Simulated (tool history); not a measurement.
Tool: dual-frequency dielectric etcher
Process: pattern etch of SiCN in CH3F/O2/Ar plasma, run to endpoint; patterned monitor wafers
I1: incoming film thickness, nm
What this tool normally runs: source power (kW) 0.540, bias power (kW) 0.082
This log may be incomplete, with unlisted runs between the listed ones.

run 1 hour=0.0 | source_power_(kW)=0.540 bias_power_(kW)=0.082 | I1=6.76 | endpoint_time_(s)=14.3
-- hour=7.0 wet clean of the chamber
run 2 hour=66.0 | source_power_(kW)=0.540 bias_power_(kW)=0.082 | I1=6.76 | endpoint_time_(s)=14.1
run 3 hour=105.3 | source_power_(kW)=0.540 bias_power_(kW)=0.082 | I1=6.80 | endpoint_time_(s)=14.2
run 4 hour=159.5 | source_power_(kW)=0.540 bias_power_(kW)=0.082 | I1=6.83 | endpoint_time_(s)=14.3
run 5 hour=215.7 | source_power_(kW)=0.600 bias_power_(kW)=0.082 | I1=6.83 | endpoint_time_(s)=13.8
run 6 hour=283.0 | source_power_(kW)=0.600 bias_power_(kW)=0.082 | I1=6.89 | endpoint_time_(s)=14.0
run 7 hour=333.1 | source_power_(kW)=0.600 bias_power_(kW)=0.082 | I1=6.75 | endpoint_time_(s)=13.7
run 8 hour=363.3 | source_power_(kW)=0.540 bias_power_(kW)=0.082 | I1=6.82 | endpoint_time_(s)=14.3
run 9 hour=388.8 | source_power_(kW)=0.540 bias_power_(kW)=0.082 | I1=6.83 | endpoint_time_(s)=14.5
-- hour=424.4 bias power generator calibrated
-- hour=448.4 wet clean of the chamber
run 10 hour=448.9 | source_power_(kW)=0.540 bias_power_(kW)=0.082 | I1=6.78 | endpoint_time_(s)=14.1
run 11 hour=482.8 | source_power_(kW)=0.580 bias_power_(kW)=0.095 | I1=6.77 | endpoint_time_(s)=12.6
run 12 hour=552.9 | source_power_(kW)=0.590 bias_power_(kW)=0.082 | I1=6.81 | endpoint_time_(s)=13.9
run 13 hour=596.7 | source_power_(kW)=0.590 bias_power_(kW)=0.082 | I1=6.81 | endpoint_time_(s)=13.8
-- hour=641.0 upper electrode replaced
run 14 hour=641.5 | source_power_(kW)=0.470 bias_power_(kW)=0.099 | I1=6.87 | endpoint_time_(s)=13.7
run 15 hour=648.6 | source_power_(kW)=0.500 bias_power_(kW)=0.082 | I1=6.77 | endpoint_time_(s)=14.7
run 16 hour=716.9 | source_power_(kW)=0.670 bias_power_(kW)=0.093 | I1=6.81 | endpoint_time_(s)=12.4
run 17 hour=762.7 | source_power_(kW)=0.490 bias_power_(kW)=0.067 | I1=6.79 | endpoint_time_(s)=16.7
run 18 hour=787.0 | source_power_(kW)=0.540 bias_power_(kW)=0.082 | I1=6.74 | endpoint_time_(s)=14.3
run 19 hour=822.2 | source_power_(kW)=0.470 bias_power_(kW)=0.064 | I1=6.75 | endpoint_time_(s)=17.5
-- hour=875.3 source power generator calibrated
-- hour=912.8 wet clean of the chamber
run 20 hour=913.3 | source_power_(kW)=0.540 bias_power_(kW)=0.082 | I1=6.83 | endpoint_time_(s)=14.2
run 21 hour=932.7 | source_power_(kW)=0.540 bias_power_(kW)=0.068 | I1=6.85 | endpoint_time_(s)=16.0
run 22 hour=971.1 | source_power_(kW)=0.600 bias_power_(kW)=0.074 | I1=6.80 | endpoint_time_(s)=14.5
run 23 hour=1019.1 | source_power_(kW)=0.660 bias_power_(kW)=0.094 | I1=6.84 | endpoint_time_(s)=12.3
run 24 hour=1059.1 | source_power_(kW)=0.540 bias_power_(kW)=0.074 | I1=6.82 | endpoint_time_(s)=15.3
run 25 hour=1126.0 | source_power_(kW)=0.540 bias_power_(kW)=0.082 | I1=6.75 | endpoint_time_(s)=14.2
run 26 hour=1171.0 | source_power_(kW)=0.540 bias_power_(kW)=0.066 | I1=6.73 | endpoint_time_(s)=16.1
run 27 hour=1197.2 | source_power_(kW)=0.600 bias_power_(kW)=0.101 | I1=6.86 | endpoint_time_(s)=12.5

Below are 3 alternative next runs, each starting from the tool's condition after run 27. Predict each:
run A hour=1197.6 | source_power_(kW)=0.540 bias_power_(kW)=0.089 | I1=6.81 | endpoint_time_(s)=?
run B hour=1197.6 | source_power_(kW)=0.670 bias_power_(kW)=0.091 | I1=6.81 | endpoint_time_(s)=?
run C hour=1197.6 | source_power_(kW)=0.440 bias_power_(kW)=0.064 | I1=6.81 | endpoint_time_(s)=?

run=A endpoint_time_(s)=13.8
run=B endpoint_time_(s)=12.6
run=C endpoint_time_(s)=18.0
Without the tool's unlogged condition, the same runs would have read:
run=A endpoint_time_(s)=13.4
run=B endpoint_time_(s)=12.3
run=C endpoint_time_(s)=17.6

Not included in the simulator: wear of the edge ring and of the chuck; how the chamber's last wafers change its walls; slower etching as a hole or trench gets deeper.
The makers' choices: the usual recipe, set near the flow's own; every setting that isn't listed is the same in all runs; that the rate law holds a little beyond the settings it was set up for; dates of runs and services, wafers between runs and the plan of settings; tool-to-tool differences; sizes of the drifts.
